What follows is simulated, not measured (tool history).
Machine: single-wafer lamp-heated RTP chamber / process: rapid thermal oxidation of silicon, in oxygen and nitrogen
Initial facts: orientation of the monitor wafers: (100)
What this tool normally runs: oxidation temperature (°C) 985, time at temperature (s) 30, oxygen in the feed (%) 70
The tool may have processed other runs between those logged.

run,day,oxidation temperature (°C),time at temperature (s),oxygen in the feed (%),wafers since the last listed run,wafers since the last pyrometer calibration,hours since the oxygen flow controller was replaced,hours since the gauge calibration,"read-back reference wafer on the same gauge, thickness",oxide thickness on the monitor wafer (angstrom)
1,0.000,985,30,70,0,242,3428.0,724.9,3.734,36.73
2,2.021,985,30,70,296,539,3476.5,773.4,3.739,36.67
3,5.325,985,30,70,485,1024,3555.8,852.7,3.734,36.43
4,8.629,985,30,70,485,1510,3635.1,932.0,3.733,36.54
5,10.962,985,30,70,342,1853,3691.1,988.0,3.734,36.55
6,15.158,985,30,70,616,2469,3791.8,1088.7,3.728,36.55
# day 15.654: oxygen flow controller replaced
7,18.546,985,30,70,448,2918,69.4,1170.0,3.729,36.56
8,20.917,985,30,87,348,3266,126.3,1226.9,3.727,38.93
9,25.412,985,30,70,660,3927,234.2,1334.8,3.726,36.53
10,27.617,985,30,70,323,4251,287.1,1387.7,3.726,36.60
11,31.279,985,30,70,538,4789,375.0,1475.6,3.720,36.52
12,34.004,985,30,70,400,5190,440.4,1541.0,3.721,36.52
# day 36.596: pyrometer window cleaned and pyrometer calibrated
13,37.846,985,30,70,515,183,532.6,1633.2,3.720,36.42
14,39.362,985,30,70,222,406,569.0,1669.6,3.720,36.32
15,43.008,970,20,70,535,942,656.5,1757.1,3.719,29.30
16,47.379,985,30,56,642,1584,761.4,1862.0,3.716,34.26
17,53.767,985,30,70,938,2523,914.7,2015.3,3.720,36.53
18,62.008,959,16,70,1211,3734,1112.5,2213.1,3.716,26.21
19,64.067,985,30,44,302,4036,1161.9,2262.5,3.717,32.08
20,68.250,985,30,70,614,4651,1262.3,2362.9,3.714,36.42
# day 71.012: pyrometer window cleaned and pyrometer calibrated
21,79.808,985,37,70,1649,1292,1539.7,2640.3,3.715,39.31
22,82.825,977,19,70,443,1735,1612.1,2712.7,3.715,29.80
23,85.233,985,30,42,353,2089,1669.9,2770.5,3.713,31.69

Run 24 comes next. What will it give?
24,96.038,996,39,55,1587,3677,1929.2,3029.8,?,?

{"run 24": {"read-back reference wafer on the same gauge, thickness": 3.712, "oxide thickness on the monitor wafer (angstrom)": 40.21}}
Minus the tool's unlogged condition, the same run would have read oxide thickness on the monitor wafer (angstrom) 40.83.

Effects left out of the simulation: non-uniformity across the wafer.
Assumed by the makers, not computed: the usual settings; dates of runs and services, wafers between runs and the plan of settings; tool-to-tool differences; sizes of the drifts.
